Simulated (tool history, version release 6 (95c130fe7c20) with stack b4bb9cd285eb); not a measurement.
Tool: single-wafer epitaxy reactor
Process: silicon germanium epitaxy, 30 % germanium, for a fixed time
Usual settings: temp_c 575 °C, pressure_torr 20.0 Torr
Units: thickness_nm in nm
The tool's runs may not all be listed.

run,hour,temp_c,pressure_torr,"read-back reference wafer on the same gauge, thickness_nm",thickness_nm
1,0.0,575,20.0,29.102,36.610
2,95.7,575,20.0,29.119,36.722
3,143.8,575,20.0,29.118,36.473
# hour 219.9: gauge calibrated
4,232.6,575,20.0,29.103,36.465
5,321.9,575,20.0,29.119,36.704
# hour 425.9: showerhead replaced
6,426.4,575,20.0,29.074,36.732
7,481.7,575,20.0,29.126,36.567
8,535.6,575,20.0,29.126,37.033
# hour 596.3: capacitance manometer re-zeroed and calibrated
9,608.4,575,20.0,29.128,33.953
10,669.4,575,20.0,29.078,34.175
11,755.4,575,20.0,29.073,34.162
12,837.4,582,21.6,29.096,39.830
13,936.3,566,22.9,29.108,31.366
14,976.9,561,22.3,29.141,28.522
15,1019.4,563,22.6,29.108,29.690
16,1086.9,582,21.6,29.077,40.478
# hour 1163.5: pyrometer calibrated
17,1176.1,575,20.0,29.063,34.864
18,1274.3,588,21.5,29.084,44.451
19,1314.7,585,16.2,29.119,36.670
# hour 1369.2: capacitance manometer re-zeroed and calibrated, repeated, since the last time left the tool worse
20,1383.5,589,16.8,29.075,42.172
21,1451.1,570,17.8,29.113,31.282
22,1493.0,575,16.4,29.105,33.057
23,1546.0,575,20.0,29.094,36.674
24,1623.3,571,18.7,29.093,32.797
25,1704.5,568,20.0,29.105,31.774
26,1755.8,575,20.0,29.111,36.354
27,1840.9,563,18.4,29.106,28.537
28,1904.8,575,20.0,29.083,36.452
29,1940.8,575,16.3,29.099,32.856
30,1990.4,579,16.5,29.096,35.437
31,2051.9,589,20.0,29.082,46.264
32,2125.9,580,16.0,29.079,35.432
33,2179.8,575,18.5,29.073,35.752
34,2230.0,562,18.4,29.055,28.112
35,2297.9,575,20.0,29.122,36.578

Forecast each of these 4 alternatives for the next run:
A,2298.3,575,20.0,?,?
B,2298.3,566,20.0,?,?
C,2298.3,587,20.0,?,?
D,2298.3,569,21.6,?,?

run,"read-back reference wafer on the same gauge, thickness_nm",thickness_nm
A,29.105,36.629
B,29.105,31.377
C,29.105,44.824
D,29.105,34.294
Without the tool's hidden state the same runs would have given:
run,thickness_nm
A,35.911
B,30.762
C,43.946
D,33.623
